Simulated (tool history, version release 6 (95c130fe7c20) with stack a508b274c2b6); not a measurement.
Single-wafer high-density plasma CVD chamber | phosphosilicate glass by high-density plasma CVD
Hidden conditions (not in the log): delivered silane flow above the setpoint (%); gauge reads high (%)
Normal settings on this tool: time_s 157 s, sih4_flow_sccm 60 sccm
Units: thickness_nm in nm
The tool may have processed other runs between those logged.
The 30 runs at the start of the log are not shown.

| run | hour | time_s | sih4_flow_sccm | wafers since the last listed run | hours since the silane flow controller was replaced | hours since the gauge calibration | read-back reference wafer on the same gauge, thickness_nm | thickness_nm |
|---|---|---|---|---|---|---|---|---|
| 31 | 1511.2 | 174 | 50 | 389 | 798.1 | 227.5 | 969.979 | 933.039 |
| 32 | 1562 | 157 | 60 | 325 | 848.9 | 278.3 | 971.231 | 1025.157 |
| 33 | 1628.4 | 145 | 66 | 425 | 915.3 | 344.7 | 970.171 | 1021.432 |
| 34 | 1679 | 157 | 55 | 324 | 965.9 | 395.3 | 970.174 | 927.57 |
| 35 | 1740.2 | 173 | 54 | 392 | 1027.1 | 456.5 | 971.336 | 1003.492 |
| 36 | 1789.2 | 167 | 63 | 314 | 1076.1 | 505.5 | 971.397 | 1127.215 |
| 37 | 1826.1 | 170 | 65 | 236 | 1113 | 542.4 | 969.964 | 1187.197 |
| 38 | 1854 | 173 | 54 | 178 | 1140.9 | 570.3 | 970.548 | 1001.165 |
| 39 | 1893.6 | 157 | 67 | 253 | 1180.5 | 609.9 | 970.828 | 1122.804 |
| 40 | 1932.5 | 157 | 60 | 249 | 1219.4 | 648.8 | 971.491 | 1001.693 |
| 41 | 1956.6 | 184 | 50 | 154 | 1243.5 | 672.9 | 970.023 | 982.139 |
| 42 | 1987.3 | 128 | 53 | 196 | 1274.2 | 703.6 | 968.402 | 723.891 |
| 43 | 2027.5 | 145 | 71 | 257 | 1314.4 | 743.8 | 969.978 | 1096.203 |
| 44 | 2097.9 | 175 | 65 | 451 | 1384.8 | 814.2 | 968.357 | 1214.867 |
| 45 | 2132.6 | 174 | 70 | 222 | 1419.5 | 848.9 | 969.465 | 1297.992 |
| 46 | 2192.9 | 157 | 60 | 386 | 1479.8 | 909.2 | 970.812 | 994.351 |
| 47 | 2228.2 | 133 | 60 | 226 | 1515.1 | 944.5 | 969.501 | 847.076 |

What if the next run were any one of these 3? Each begins from the tool's condition after run 47:
| A | 2228.6 | 157 | 63 | 2 | 1515.5 | 944.9 | ? | ? |
| B | 2228.6 | 177 | 60 | 2 | 1515.5 | 944.9 | ? | ? |
| C | 2228.6 | 144 | 71 | 2 | 1515.5 | 944.9 | ? | ? |

| run | read-back reference wafer on the same gauge, thickness_nm | thickness_nm |
|---|---|---|
| A | 970.457 | 1051.084 |
| B | 970.457 | 1128.552 |
| C | 970.457 | 1086.471 |
The same runs, with their run-to-run variation unchanged, on a tool lacking any hidden condition would have given:
| run | thickness_nm |
|---|---|
| A | 1107.469 |
| B | 1189.094 |
| C | 1144.754 |
